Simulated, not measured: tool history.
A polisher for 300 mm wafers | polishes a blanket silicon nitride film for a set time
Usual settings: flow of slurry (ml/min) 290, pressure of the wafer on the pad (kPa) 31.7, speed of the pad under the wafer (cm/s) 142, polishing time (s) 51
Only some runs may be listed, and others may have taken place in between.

run     day  flow of slurry (ml/min)  pressure of the wafer on the pad (kPa)  speed of the pad under the wafer (cm/s)  polishing time (s)  incoming thickness of the incoming film, nm  film removed (angstrom)
  1   0.000                      235                                    31.7                                      142                  51                                        436.6                     1192
  2   0.400                      250                                    31.7                                      142                  51                                        436.9                     1178
      0.821  -- worn pad replaced by a new one
  3   1.046                      250                                    31.7                                      142                  51                                        428.1                     1281
  4   1.583                      220                                    31.7                                      142                  51                                        432.8                     1271
  5   1.838                      220                                    31.7                                      142                  51                                        436.5                     1266
  6   2.492                      220                                    31.7                                      142                  51                                        436.2                     1258
  7   2.883                      290                                    31.7                                      142                  51                                        427.7                     1269
  8   3.412                      290                                    31.7                                      142                  51                                        435.5                     1273
  9   3.975                      290                                    31.7                                      142                  51                                        421.6                     1259
 10   4.425                      245                                    31.7                                      142                  51                                        430.1                     1231
 11   4.717                      290                                    31.7                                      142                  51                                        429.4                     1242
 12   5.133                      290                                    31.7                                      172                  51                                        427.3                     1387
      6.783  -- worn pad replaced by a new one
 13   6.804                      290                                    31.7                                      142                  51                                        425.5                     1303
 14   7.183                      240                                    31.7                                      158                  34                                        433.6                      903
 15   7.642                      290                                    40.0                                      142                  41                                        433.9                     1290
 16   8.288                      290                                    31.7                                      142                  51                                        428.5                     1288
 17   8.629                      290                                    22.1                                      142                  68                                        431.7                     1191
 18   8.892                      205                                    22.1                                      110                  46                                        434.8                      673
 19   9.221                      230                                    42.1                                      180                  33                                        433.6                     1237
 20   9.958                      265                                    31.7                                      182                  64                                        427.4                     1828
 21  10.604                      220                                    31.7                                      142                  51                                        426.0                     1195
     10.688  -- slurry nozzle cleaned
     12.033  -- worn pad replaced by a new one
 22  12.783                      340                                    21.4                                      142                  51                                        432.1                      877
 23  13.362                      240                                    31.7                                      158                  34                                        431.1                      898
     13.517  -- head pressure recalibrated
 24  13.888                      290                                    29.0                                       94                  51                                        435.1                      914
 25  14.612                      290                                    37.2                                      142                  36                                        432.5                     1031
 26  15.025                      240                                    31.7                                      142                  62                                        425.6                     1496
 27  15.721                      290                                    31.7                                      142                  51                                        435.4                     1233
 28  16.150                      290                                    31.7                                      130                  51                                        437.9                     1156
 29  16.400                      350                                    22.8                                      164                  64                                        431.8                     1230
 30  16.775                      250                                    31.7                                      142                  51                                        431.7                     1167
     17.062  -- worn pad replaced by a new one
 31  17.462                      290                                    31.7                                      172                  51                                        422.4                     1433
 32  18.196                      290                                    31.7                                      142                  67                                        427.2                     1682
 33  18.775                      200                                    31.7                                      172                  63                                        432.8                     1713
 34  19.088                      370                                    31.7                                      106                  51                                        434.7                     1072
 35  19.504                      290                                    41.4                                      142                  61                                        433.4                     1937
 36  20.242                      290                                    25.5                                      142                  51                                        428.4                      997

Pick out some run-to-run changes in film removed (angstrom). Of each, how much would a tool without hidden state show as well, from the settings, what came in and chance, and how much is left for the hidden state and any gauge scatter not in both results compared?
Unlogged tool condition in this case: removal rate lost through wear of the pad, %; slurry flow missing at the pad, %; deviation of the head's pressure from its setpoint, %.
Run 2 -> 3: worn pad replaced by a new one. film removed (angstrom) +103: hidden state +92, all else +11.
Run 12 -> 13: speed of the pad under the wafer (cm/s) 172 -> 142, worn pad replaced by a new one. film removed (angstrom) -84: hidden state +73, all else -157.
Run 30 -> 31: flow of slurry (ml/min) 250 -> 290, speed of the pad under the wafer (cm/s) 142 -> 172, worn pad replaced by a new one. film removed (angstrom) +266: hidden state +66, all else +200.
Run 33 -> 34: flow of slurry (ml/min) 200 -> 370, speed of the pad under the wafer (cm/s) 172 -> 106, polishing time (s) 63 -> 51. film removed (angstrom) -641: hidden state +13, all else -654.
Run 34 -> 35: flow of slurry (ml/min) 370 -> 290, pressure of the wafer on the pad (kPa) 31.7 -> 41.4, speed of the pad under the wafer (cm/s) 106 -> 142, polishing time (s) 51 -> 61. film removed (angstrom) +865: hidden state -37, all else +902.
Run 35 -> 36: pressure of the wafer on the pad (kPa) 41.4 -> 25.5, polishing time (s) 61 -> 51. film removed (angstrom) -940: hidden state +20, all else -960.
